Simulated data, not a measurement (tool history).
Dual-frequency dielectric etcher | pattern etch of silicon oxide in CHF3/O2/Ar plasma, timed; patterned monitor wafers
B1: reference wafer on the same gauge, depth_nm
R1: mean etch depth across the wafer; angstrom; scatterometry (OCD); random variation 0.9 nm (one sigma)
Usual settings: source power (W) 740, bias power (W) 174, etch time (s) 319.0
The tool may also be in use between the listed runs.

Run 1, hour 0.0: usual settings but etch time (s) 285.0; B1 531.0. Result: R1 5299 angstrom.
Run 2, hour 6.7: usual settings; B1 531.1. Result: R1 5922 angstrom.
Run 3, hour 14.5: usual settings; B1 531.0. Result: R1 5914 angstrom.
Run 4, hour 31.2: usual settings; B1 531.0. Result: R1 5906 angstrom.
Run 5, hour 39.0: usual settings but etch time (s) 382.5; B1 531.0. Result: R1 7083 angstrom.
Run 6, hour 55.0: usual settings but etch time (s) 382.5; B1 530.9. Result: R1 7073 angstrom.
Run 7, hour 61.6: usual settings but etch time (s) 382.5; B1 530.9. Result: R1 7076 angstrom.
Run 8, hour 70.1: usual settings; B1 531.1. Result: R1 5905 angstrom.
Run 9, hour 81.9: usual settings; B1 531.0. Result: R1 5905 angstrom.
Run 10, hour 91.0: usual settings; B1 531.0. Result: R1 5905 angstrom.
At hour 103.1: bias power generator calibrated.
Run 11, hour 107.4: usual settings; B1 531.0. Result: R1 5880 angstrom.
At hour 116.5: gauge calibrated.
Run 12, hour 121.0: usual settings; B1 531.0. Result: R1 5882 angstrom.
At hour 132.5: source power generator calibrated.
Run 13, hour 133.0: usual settings; B1 531.1. Result: R1 5881 angstrom.
Run 14, hour 138.4: usual settings but source power (W) 790; B1 530.9. Result: R1 5982 angstrom.
Run 15, hour 152.9: usual settings but bias power (W) 200; B1 531.2. Result: R1 6137 angstrom.
Run 16, hour 167.7: usual settings but source power (W) 650; B1 531.0. Result: R1 5694 angstrom.
Run 17, hour 179.3: usual settings but etch time (s) 233.5; B1 531.0. Result: R1 4294 angstrom.
Run 18, hour 192.9: usual settings but source power (W) 820, bias power (W) 156; B1 531.0. Result: R1 5843 angstrom.
At hour 223.6: wet clean of the chamber.
Run 19, hour 224.1: usual settings but source power (W) 830, etch time (s) 256.5; B1 530.9. Result: R1 4954 angstrom.
Run 20, hour 224.5: usual settings but source power (W) 630, bias power (W) 198; B1 531.0. Result: R1 5988 angstrom.
Run 21, hour 231.3: usual settings but bias power (W) 133; B1 531.1. Result: R1 5562 angstrom.
Run 22, hour 241.0: usual settings but etch time (s) 259.5; B1 531.1. Result: R1 4863 angstrom.
Run 23, hour 252.5: usual settings; B1 531.0. Result: R1 5967 angstrom.
At hour 279.2: upper electrode replaced.
Run 24, hour 285.4: usual settings; B1 530.8. Result: R1 5963 angstrom.
Run 25, hour 292.0: usual settings but source power (W) 890, bias power (W) 155, etch time (s) 355.5; B1 531.0. Result: R1 6742 angstrom.
Run 26, hour 317.8: usual settings; B1 530.9. Result: R1 5956 angstrom.
At hour 320.0: gauge calibrated.
Run 27, hour 332.6: usual settings but source power (W) 880, bias power (W) 215, etch time (s) 288.5; B1 531.1. Result: R1 5981 angstrom.
Run 28, hour 343.4: usual settings; B1 531.0. Result: R1 5955 angstrom.
Run 29, hour 353.6: usual settings but source power (W) 790, etch time (s) 390.5; B1 530.9. Result: R1 7412 angstrom.
Run 30, hour 367.8: usual settings but bias power (W) 188; B1 531.1. Result: R1 6085 angstrom.
Run 31, hour 374.2: usual settings; B1 531.1. Result: R1 5940 angstrom.

Forecast each of these 3 alternatives for the next run:
Run A, hour 374.7: usual settings but source power (W) 900; B1 ?. Result: R1 ?.
Run B, hour 374.7: usual settings but bias power (W) 139, etch time (s) 265.0; B1 ?. Result: R1 ?.
Run C, hour 374.7: usual settings but source power (W) 800; B1 ?. Result: R1 ?.

run     B1    R1
  A  530.9  6241
  B  530.9  4639
  C  530.9  6058
Without the tool's hidden state the same runs would have given:
run    R1
  A  6281
  B  4669
  C  6097

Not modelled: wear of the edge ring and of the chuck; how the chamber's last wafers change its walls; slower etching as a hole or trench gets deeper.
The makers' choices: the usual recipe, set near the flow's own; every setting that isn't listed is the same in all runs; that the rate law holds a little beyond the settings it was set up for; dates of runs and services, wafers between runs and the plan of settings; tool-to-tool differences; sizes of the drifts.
